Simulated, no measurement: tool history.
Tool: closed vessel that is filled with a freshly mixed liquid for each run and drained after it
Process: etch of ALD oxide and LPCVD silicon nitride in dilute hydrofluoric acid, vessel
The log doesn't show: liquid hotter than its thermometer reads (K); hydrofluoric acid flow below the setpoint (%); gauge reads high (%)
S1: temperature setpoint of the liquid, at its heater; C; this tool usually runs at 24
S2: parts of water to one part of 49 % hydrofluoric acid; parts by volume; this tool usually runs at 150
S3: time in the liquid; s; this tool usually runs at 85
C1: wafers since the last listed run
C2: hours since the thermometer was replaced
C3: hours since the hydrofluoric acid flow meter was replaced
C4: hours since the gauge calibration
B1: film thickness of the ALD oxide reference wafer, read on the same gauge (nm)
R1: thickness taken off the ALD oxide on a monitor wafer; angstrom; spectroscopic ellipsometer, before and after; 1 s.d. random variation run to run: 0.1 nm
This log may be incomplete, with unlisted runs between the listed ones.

Run 1, day 0: usual settings but S1 27 C; C1 0; C2 1208.4; C3 1500; C4 1053.8; B1 49.97. Result: R1 119.3 angstrom.
Run 2, day 2.208: usual settings but S2 110 parts by volume; C1 4471; C2 1261.4; C3 1553; C4 1106.8; B1 49.98. Result: R1 151.6 angstrom.
Run 3, day 4.65: usual settings; C1 4943; C2 1320; C3 1611.6; C4 1165.4; B1 50.01. Result: R1 106.3 angstrom.
Run 4, day 8.833: usual settings but S1 25 C; C1 8470; C2 1420.4; C3 1712; C4 1265.8; B1 50.01. Result: R1 109.5 angstrom.
Run 5, day 10.962: usual settings; C1 4311; C2 1471.5; C3 1763.1; C4 1316.9; B1 50. Result: R1 106.6 angstrom.
At day 12.058: thermometer replaced.
Run 6, day 13.312: usual settings; C1 4673; C2 30.1; C3 1819.5; C4 1373.3; B1 50.02. Result: R1 98.7 angstrom.
Run 7, day 14.992: usual settings; C1 3399; C2 70.4; C3 1859.8; C4 1413.6; B1 50.02. Result: R1 100.5 angstrom.
Run 8, day 17.012: usual settings but S1 20 C, S2 175 parts by volume; C1 4091; C2 118.9; C3 1908.3; C4 1462.1; B1 49.98. Result: R1 71.5 angstrom.
Run 9, day 19.938: usual settings but S1 20.5 C, S2 100 parts by volume; C1 5922; C2 189.1; C3 1978.5; C4 1532.3; B1 49.97. Result: R1 139.1 angstrom.
Run 10, day 21.854: usual settings; C1 3880; C2 235.1; C3 2024.5; C4 1578.3; B1 49.98. Result: R1 98.9 angstrom.
At day 22.762: gauge calibrated.
Run 11, day 25.071: usual settings but S1 27 C, S2 175 parts by volume; C1 6513; C2 312.3; C3 2101.7; C4 55.4; B1 49.98. Result: R1 91.5 angstrom.
Run 12, day 26.129: usual settings; C1 2142; C2 337.7; C3 2127.1; C4 80.8; B1 50.01. Result: R1 99.9 angstrom.
Run 13, day 27.704: usual settings but S2 125 parts by volume, S3 40 s; C1 3189; C2 375.5; C3 2164.9; C4 118.6; B1 49.99. Result: R1 58 angstrom.
At day 28.288: hydrofluoric acid flow meter replaced.
Run 14, day 30.188: usual settings; C1 4943; C2 435.1; C3 45.6; C4 178.2; B1 50. Result: R1 111.2 angstrom.
Run 15, day 32.512: usual settings but S1 28.5 C, S2 220 parts by volume, S3 100 s; C1 4707; C2 490.9; C3 101.4; C4 234; B1 49.96. Result: R1 96.5 angstrom.
Run 16, day 34.846: usual settings; C1 4724; C2 546.9; C3 157.4; C4 290; B1 49.99. Result: R1 110.8 angstrom.
Run 17, day 43.292: usual settings but S1 20 C, S2 90 parts by volume, S3 50 s; C1 17101; C2 749.6; C3 360.1; C4 492.7; B1 50.01. Result: R1 100.3 angstrom.
Run 18, day 46.208: usual settings but S1 22 C, S2 80 parts by volume, S3 105 s; C1 5905; C2 819.6; C3 430.1; C4 562.7; B1 50.01. Result: R1 257.9 angstrom.
Run 19, day 47.658: usual settings; C1 2935; C2 854.4; C3 464.9; C4 597.5; B1 49.99. Result: R1 111.5 angstrom.
Run 20, day 49.658: usual settings but S2 190 parts by volume, S3 45 s; C1 4049; C2 902.4; C3 512.9; C4 645.5; B1 50. Result: R1 43.7 angstrom.
Run 21, day 50.742: usual settings but S1 21 C; C1 2193; C2 928.4; C3 538.9; C4 671.5; B1 50.03. Result: R1 97.3 angstrom.
Run 22, day 52.667: usual settings but S2 105 parts by volume, S3 125 s; C1 3897; C2 974.6; C3 585.1; C4 717.7; B1 50.02. Result: R1 244.8 angstrom.
Run 23, day 55.388: usual settings but S1 28 C; C1 5509; C2 1039.9; C3 650.4; C4 783; B1 50.04. Result: R1 127.9 angstrom.
Run 24, day 56.717: usual settings but S3 120 s; C1 2691; C2 1071.8; C3 682.3; C4 814.9; B1 49.99. Result: R1 157.7 angstrom.
Run 25, day 60.429: usual settings; C1 7517; C2 1160.9; C3 771.4; C4 904; B1 50.02. Result: R1 109.6 angstrom.

5 ways to go on from here, each from the tool as it stands after run 25. What would each give?
Run A, day 60.458: usual settings but S2 125 parts by volume; C1 59; C2 1161.6; C3 772.1; C4 904.7; B1 ?. Result: R1 ?.
Run B, day 60.458: usual settings but S1 19.5 C, S2 120 parts by volume, S3 60 s; C1 59; C2 1161.6; C3 772.1; C4 904.7; B1 ?. Result: R1 ?.
Run C, day 60.458: usual settings but S1 27 C, S2 175 parts by volume, S3 125 s; C1 59; C2 1161.6; C3 772.1; C4 904.7; B1 ?. Result: R1 ?.
Run D, day 60.458: usual settings but S1 28 C, S2 80 parts by volume, S3 50 s; C1 59; C2 1161.6; C3 772.1; C4 904.7; B1 ?. Result: R1 ?.
Run E, day 60.458: usual settings but S1 28.5 C, S2 180 parts by volume, S3 120 s; C1 59; C2 1161.6; C3 772.1; C4 904.7; B1 ?. Result: R1 ?.

run  B1     R1
  A  50  136.2
  B  50   84.5
  C  50    150
  D  50  155.2
  E  50  146.6
Take away the tool's hidden state, keep each run's random variation, and the runs would have read:
run     R1
  A    135
  B   83.5
  C  149.7
  D  153.6
  E  146.6
